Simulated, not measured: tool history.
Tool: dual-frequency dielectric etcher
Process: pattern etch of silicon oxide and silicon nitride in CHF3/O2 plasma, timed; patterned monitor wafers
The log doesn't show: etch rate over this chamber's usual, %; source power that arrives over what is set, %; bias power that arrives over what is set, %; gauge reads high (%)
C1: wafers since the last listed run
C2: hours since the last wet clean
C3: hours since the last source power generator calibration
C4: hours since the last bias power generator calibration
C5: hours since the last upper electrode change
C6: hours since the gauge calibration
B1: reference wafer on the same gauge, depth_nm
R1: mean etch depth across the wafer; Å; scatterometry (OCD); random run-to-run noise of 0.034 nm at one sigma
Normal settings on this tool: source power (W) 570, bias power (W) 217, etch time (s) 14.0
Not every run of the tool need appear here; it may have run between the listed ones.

{"run": 1, "hour": 0.0, "source power (W)": 600, "bias power (W)": 217, "etch time (s)": 14.0, "C1": 0, "C2": 441.9, "C3": 3548.0, "C4": 2849.9, "C5": 5200.2, "C6": 184.7, "B1": 23.4, "R1": 234.6}
{"run": 2, "hour": 13.9, "source power (W)": 600, "bias power (W)": 217, "etch time (s)": 14.0, "C1": 187, "C2": 455.8, "C3": 3561.9, "C4": 2863.8, "C5": 5214.1, "C6": 198.6, "B1": 23.4, "R1": 234.5}
{"run": 3, "hour": 31.3, "source power (W)": 600, "bias power (W)": 217, "etch time (s)": 14.0, "C1": 235, "C2": 473.2, "C3": 3579.3, "C4": 2881.2, "C5": 5231.5, "C6": 216.0, "B1": 23.4, "R1": 235.5}
{"run": 4, "hour": 41.7, "source power (W)": 570, "bias power (W)": 197, "etch time (s)": 14.0, "C1": 140, "C2": 483.6, "C3": 3589.7, "C4": 2891.6, "C5": 5241.9, "C6": 226.4, "B1": 23.39, "R1": 222.0}
{"run": 5, "hour": 53.3, "source power (W)": 570, "bias power (W)": 197, "etch time (s)": 14.0, "C1": 156, "C2": 495.2, "C3": 3601.3, "C4": 2903.2, "C5": 5253.5, "C6": 238.0, "B1": 23.4, "R1": 221.9}
{"run": 6, "hour": 60.8, "source power (W)": 570, "bias power (W)": 175, "etch time (s)": 14.0, "C1": 101, "C2": 502.7, "C3": 3608.8, "C4": 2910.7, "C5": 5261.0, "C6": 245.5, "B1": 23.41, "R1": 212.3}
{"run": 7, "hour": 76.0, "source power (W)": 570, "bias power (W)": 217, "etch time (s)": 14.0, "C1": 205, "C2": 517.9, "C3": 3624.0, "C4": 2925.9, "C5": 5276.2, "C6": 260.7, "B1": 23.39, "R1": 231.1}
{"run": 8, "hour": 115.8, "source power (W)": 570, "bias power (W)": 217, "etch time (s)": 14.0, "C1": 537, "C2": 557.7, "C3": 3663.8, "C4": 2965.7, "C5": 5316.0, "C6": 300.5, "B1": 23.41, "R1": 231.1}
{"hour": 148.5, "done": "upper electrode replaced"}
{"run": 9, "hour": 149.0, "source power (W)": 570, "bias power (W)": 217, "etch time (s)": 14.0, "C1": 124, "C2": 590.9, "C3": 3697.0, "C4": 2998.9, "C5": 0.5, "C6": 333.7, "B1": 23.4, "R1": 230.6}
{"run": 10, "hour": 149.3, "source power (W)": 570, "bias power (W)": 217, "etch time (s)": 14.0, "C1": 4, "C2": 591.2, "C3": 3697.3, "C4": 2999.2, "C5": 0.8, "C6": 334.0, "B1": 23.41, "R1": 230.2}
{"run": 11, "hour": 162.9, "source power (W)": 570, "bias power (W)": 217, "etch time (s)": 14.0, "C1": 183, "C2": 604.8, "C3": 3710.9, "C4": 3012.8, "C5": 14.4, "C6": 347.6, "B1": 23.4, "R1": 230.2}
{"hour": 170.3, "done": "source power generator calibrated"}
{"run": 12, "hour": 170.8, "source power (W)": 570, "bias power (W)": 217, "etch time (s)": 14.0, "C1": 52, "C2": 612.7, "C3": 0.5, "C4": 3020.7, "C5": 22.3, "C6": 355.5, "B1": 23.42, "R1": 231.6}
{"hour": 178.0, "done": "gauge calibrated"}
{"run": 13, "hour": 185.1, "source power (W)": 570, "bias power (W)": 233, "etch time (s)": 11.0, "C1": 193, "C2": 627.0, "C3": 14.8, "C4": 3035.0, "C5": 36.6, "C6": 7.1, "B1": 23.4, "R1": 186.4}
{"hour": 210.4, "done": "wet clean of the chamber"}
{"run": 14, "hour": 210.9, "source power (W)": 570, "bias power (W)": 172, "etch time (s)": 18.0, "C1": 24, "C2": 0.5, "C3": 40.6, "C4": 3060.8, "C5": 62.4, "C6": 32.9, "B1": 23.41, "R1": 268.7}
{"run": 15, "hour": 211.2, "source power (W)": 570, "bias power (W)": 217, "etch time (s)": 12.0, "C1": 4, "C2": 0.8, "C3": 40.9, "C4": 3061.1, "C5": 62.7, "C6": 33.2, "B1": 23.42, "R1": 195.4}
{"run": 16, "hour": 225.1, "source power (W)": 570, "bias power (W)": 183, "etch time (s)": 16.5, "C1": 187, "C2": 14.7, "C3": 54.8, "C4": 3075.0, "C5": 76.6, "C6": 47.1, "B1": 23.39, "R1": 251.3}
{"run": 17, "hour": 242.7, "source power (W)": 570, "bias power (W)": 185, "etch time (s)": 16.5, "C1": 237, "C2": 32.3, "C3": 72.4, "C4": 3092.6, "C5": 94.2, "C6": 64.7, "B1": 23.4, "R1": 252.7}
{"run": 18, "hour": 253.7, "source power (W)": 570, "bias power (W)": 264, "etch time (s)": 10.0, "C1": 148, "C2": 43.3, "C3": 83.4, "C4": 3103.6, "C5": 105.2, "C6": 75.7, "B1": 23.41, "R1": 175.6}
{"run": 19, "hour": 267.0, "source power (W)": 470, "bias power (W)": 217, "etch time (s)": 14.0, "C1": 179, "C2": 56.6, "C3": 96.7, "C4": 3116.9, "C5": 118.5, "C6": 89.0, "B1": 23.4, "R1": 210.2}
{"hour": 281.2, "done": "bias power generator calibrated"}
{"run": 20, "hour": 283.7, "source power (W)": 610, "bias power (W)": 188, "etch time (s)": 12.0, "C1": 171, "C2": 73.3, "C3": 113.4, "C4": 2.5, "C5": 135.2, "C6": 105.7, "B1": 23.4, "R1": 190.3}
{"run": 21, "hour": 298.6, "source power (W)": 570, "bias power (W)": 217, "etch time (s)": 14.0, "C1": 201, "C2": 88.2, "C3": 128.3, "C4": 17.4, "C5": 150.1, "C6": 120.6, "B1": 23.4, "R1": 228.0}
{"run": 22, "hour": 315.7, "source power (W)": 460, "bias power (W)": 217, "etch time (s)": 14.0, "C1": 230, "C2": 105.3, "C3": 145.4, "C4": 34.5, "C5": 167.2, "C6": 137.7, "B1": 23.39, "R1": 209.7}
{"run": 23, "hour": 331.9, "source power (W)": 570, "bias power (W)": 217, "etch time (s)": 14.0, "C1": 218, "C2": 121.5, "C3": 161.6, "C4": 50.7, "C5": 183.4, "C6": 153.9, "B1": 23.38, "R1": 227.8}
{"run": 24, "hour": 338.6, "source power (W)": 570, "bias power (W)": 265, "etch time (s)": 11.0, "C1": 90, "C2": 128.2, "C3": 168.3, "C4": 57.4, "C5": 190.1, "C6": 160.6, "B1": 23.41, "R1": 193.5}
{"run": 25, "hour": 353.7, "source power (W)": 570, "bias power (W)": 217, "etch time (s)": 14.0, "C1": 203, "C2": 143.3, "C3": 183.4, "C4": 72.5, "C5": 205.2, "C6": 175.7, "B1": 23.4, "R1": 228.5}
{"run": 26, "hour": 369.3, "source power (W)": 660, "bias power (W)": 217, "etch time (s)": 10.5, "C1": 210, "C2": 158.9, "C3": 199.0, "C4": 88.1, "C5": 220.8, "C6": 191.3, "B1": 23.39, "R1": 181.7}

3 options for the next run, each taken on its own from the tool as it stands now. Forecast them:
{"run": "A", "hour": 369.7, "source power (W)": 570, "bias power (W)": 217, "etch time (s)": 14.0, "C1": 5, "C2": 159.3, "C3": 199.4, "C4": 88.5, "C5": 221.2, "C6": 191.7, "B1": "?", "R1": "?"}
{"run": "B", "hour": 369.7, "source power (W)": 470, "bias power (W)": 264, "etch time (s)": 15.5, "C1": 5, "C2": 159.3, "C3": 199.4, "C4": 88.5, "C5": 221.2, "C6": 191.7, "B1": "?", "R1": "?"}
{"run": "C", "hour": 369.7, "source power (W)": 570, "bias power (W)": 191, "etch time (s)": 17.5, "C1": 5, "C2": 159.3, "C3": 199.4, "C4": 88.5, "C5": 221.2, "C6": 191.7, "B1": "?", "R1": "?"}

run=A B1=23.39 R1=228.5
run=B B1=23.39 R1=252.1
run=C B1=23.39 R1=272.2
The same runs, with their run-to-run variation unchanged, on a tool lacking any hidden condition would have given:
run=A R1=228.1
run=B R1=251.6
run=C R1=271.6

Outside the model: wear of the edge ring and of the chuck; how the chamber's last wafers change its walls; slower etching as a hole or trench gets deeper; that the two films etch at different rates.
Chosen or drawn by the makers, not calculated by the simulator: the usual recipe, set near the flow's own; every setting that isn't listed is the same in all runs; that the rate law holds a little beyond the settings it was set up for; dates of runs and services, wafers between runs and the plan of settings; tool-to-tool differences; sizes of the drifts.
